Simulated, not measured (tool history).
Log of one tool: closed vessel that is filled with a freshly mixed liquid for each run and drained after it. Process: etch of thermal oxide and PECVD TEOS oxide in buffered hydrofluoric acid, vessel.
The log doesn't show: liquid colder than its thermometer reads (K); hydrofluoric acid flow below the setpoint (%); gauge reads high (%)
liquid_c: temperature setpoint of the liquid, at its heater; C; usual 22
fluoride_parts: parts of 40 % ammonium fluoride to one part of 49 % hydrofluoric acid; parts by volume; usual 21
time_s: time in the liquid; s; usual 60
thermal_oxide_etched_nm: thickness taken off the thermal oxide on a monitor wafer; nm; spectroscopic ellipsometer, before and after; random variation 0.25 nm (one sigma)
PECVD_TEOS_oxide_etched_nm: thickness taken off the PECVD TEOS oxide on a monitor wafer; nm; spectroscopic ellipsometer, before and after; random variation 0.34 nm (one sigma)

run	day	liquid_c	fluoride_parts	time_s	wafers since the last listed run	hours since the thermometer was replaced	hours since the hydrofluoric acid flow meter was replaced	hours since the gauge calibration	read-back film thickness of the thermal oxide reference wafer, read on the same gauge (nm)	read-back film thickness of the PECVD TEOS oxide reference wafer, read on the same gauge (nm)	thermal_oxide_etched_nm	PECVD_TEOS_oxide_etched_nm
1	0	22	21	60	0	2701.5	1154.8	343.9	79.99	90.02	28.07	53.27
2	3.25	22	21	60	5942	2779.5	1232.8	421.9	79.97	89.99	28.16	53.5
# day 4.471: gauge calibrated
3	5.162	22	21	60	3496	2825.4	1278.7	16.6	80	90	28.27	53.22
4	7.217	22	21	60	3755	2874.7	1328	65.9	80.02	90	28.48	53.1
5	9.262	22	21	60	3740	2923.8	1377.1	115	80	89.99	28.29	53.28
6	13.488	22	21	60	7725	3025.2	1478.5	216.4	80.01	90	28.11	53.44
7	16.971	22	21	60	6369	3108.8	1562.1	300	80	90	28.43	53.25
# day 18.25: thermometer replaced
# day 19.058: hydrofluoric acid flow meter replaced
8	19.712	18.5	25	60	4860	35.1	15.7	365.8	80	89.99	20.69	38.79
9	23.846	22	21	30	7557	134.3	114.9	465	80.01	90	14.08	26.73
10	26.362	22	15	60	4601	194.7	175.3	525.4	79.99	89.97	38.38	73.12
# day 26.404: gauge calibrated
11	27.892	22	21	60	2796	231.4	212	35.7	80.01	90	27.85	53.53
12	30.129	22	21	90	4091	285.1	265.7	89.4	79.98	90	42.65	80.42
13	32.004	22	21	60	3428	330.1	310.7	134.4	80	90	28.05	53.88

The next listed run, before its measurement:
14	34.608	20.5	28	85	4761	392.6	373.2	196.9	?	?	?	?

read-back film thickness of the thermal oxide reference wafer, read on the same gauge (nm): 79.99
read-back film thickness of the PECVD TEOS oxide reference wafer, read on the same gauge (nm): 89.99
thermal_oxide_etched_nm: 30.34 nm
PECVD_TEOS_oxide_etched_nm: 57.17 nm
Without the tool's hidden state the same run would have given thermal_oxide_etched_nm 30.34 nm, PECVD_TEOS_oxide_etched_nm 57.17 nm.
